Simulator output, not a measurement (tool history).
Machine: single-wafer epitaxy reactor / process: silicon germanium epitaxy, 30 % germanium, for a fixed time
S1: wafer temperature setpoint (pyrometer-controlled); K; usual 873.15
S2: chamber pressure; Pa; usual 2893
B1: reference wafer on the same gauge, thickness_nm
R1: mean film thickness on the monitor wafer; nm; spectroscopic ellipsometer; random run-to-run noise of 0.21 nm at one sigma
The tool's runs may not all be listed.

Run 1, day 0: usual settings but S1 867.15 K, S2 3093 Pa; B1 67.494. Result: R1 61.68 nm.
Run 2, day 0.571: usual settings but S2 2586 Pa; B1 67.547. Result: R1 62.659 nm.
Run 3, day 0.908: usual settings but S2 2586 Pa; B1 67.524. Result: R1 62.463 nm.
Run 4, day 1.596: usual settings; B1 67.454. Result: R1 65.896 nm.
Run 5, day 2.271: usual settings but S2 3120 Pa; B1 67.438. Result: R1 68.812 nm.
At day 2.95: pyrometer calibrated.
Run 6, day 2.971: usual settings but S2 3120 Pa; B1 67.567. Result: R1 59.937 nm.
At day 3.096: gauge calibrated.
Run 7, day 3.521: usual settings but S2 3120 Pa; B1 67.547. Result: R1 59.773 nm.
Run 8, day 4.075: usual settings but S1 882.15 K; B1 67.463. Result: R1 66.266 nm.
Run 9, day 4.746: usual settings but S1 882.15 K; B1 67.538. Result: R1 66.818 nm.
Run 10, day 5.138: usual settings but S1 882.15 K; B1 67.569. Result: R1 66.486 nm.
Run 11, day 5.429: usual settings; B1 67.511. Result: R1 57.638 nm.
Run 12, day 5.858: usual settings; B1 67.489. Result: R1 57.558 nm.
Run 13, day 6.312: usual settings but S1 862.15 K; B1 67.464. Result: R1 48.224 nm.
Run 14, day 6.654: usual settings but S2 3386 Pa; B1 67.508. Result: R1 62.353 nm.
Run 15, day 7.379: usual settings; B1 67.439. Result: R1 57.35 nm.
Run 16, day 7.925: usual settings but S2 2520 Pa; B1 67.494. Result: R1 53.817 nm.
Run 17, day 8.425: usual settings but S1 887.15 K, S2 3146 Pa; B1 67.408. Result: R1 74.852 nm.
Run 18, day 9.138: usual settings; B1 67.44. Result: R1 57.907 nm.
Run 19, day 9.388: usual settings but S1 866.15 K, S2 2426 Pa; B1 67.491. Result: R1 47.531 nm.
Run 20, day 9.842: usual settings but S1 858.15 K, S2 2600 Pa; B1 67.494. Result: R1 42.956 nm.
Run 21, day 10.267: usual settings but S1 863.15 K, S2 2706 Pa; B1 67.579. Result: R1 47.616 nm.
Run 22, day 10.592: usual settings; B1 67.568. Result: R1 57.382 nm.
Run 23, day 10.929: usual settings but S1 865.15 K, S2 2706 Pa; B1 67.421. Result: R1 49.122 nm.
At day 11.429: showerhead replaced.
Run 24, day 11.45: usual settings but S2 2480 Pa; B1 67.605. Result: R1 53.587 nm.
At day 12.321: capacitance manometer re-zeroed and calibrated.
Run 25, day 13.529: usual settings; B1 67.517. Result: R1 57.886 nm.
Run 26, day 14: usual settings but S1 865.15 K, S2 3346 Pa; B1 67.455. Result: R1 54.358 nm.
Run 27, day 14.671: usual settings but S1 887.15 K, S2 3506 Pa; B1 67.409. Result: R1 79.237 nm.
Run 28, day 15.171: usual settings but S1 867.15 K, S2 2573 Pa; B1 67.409. Result: R1 49.396 nm.
Run 29, day 15.688: usual settings but S2 2293 Pa; B1 67.457. Result: R1 51.808 nm.

What does the tool deliver on the next run?
Run 30, day 16.1: usual settings but S1 861.15 K, S2 3586 Pa; B1 ?. Result: R1 ?.

Run 30 came out at B1 67.431, R1 52.775 nm.
The same run, on a tool lacking any hidden state, would have yielded R1 53.017 nm.
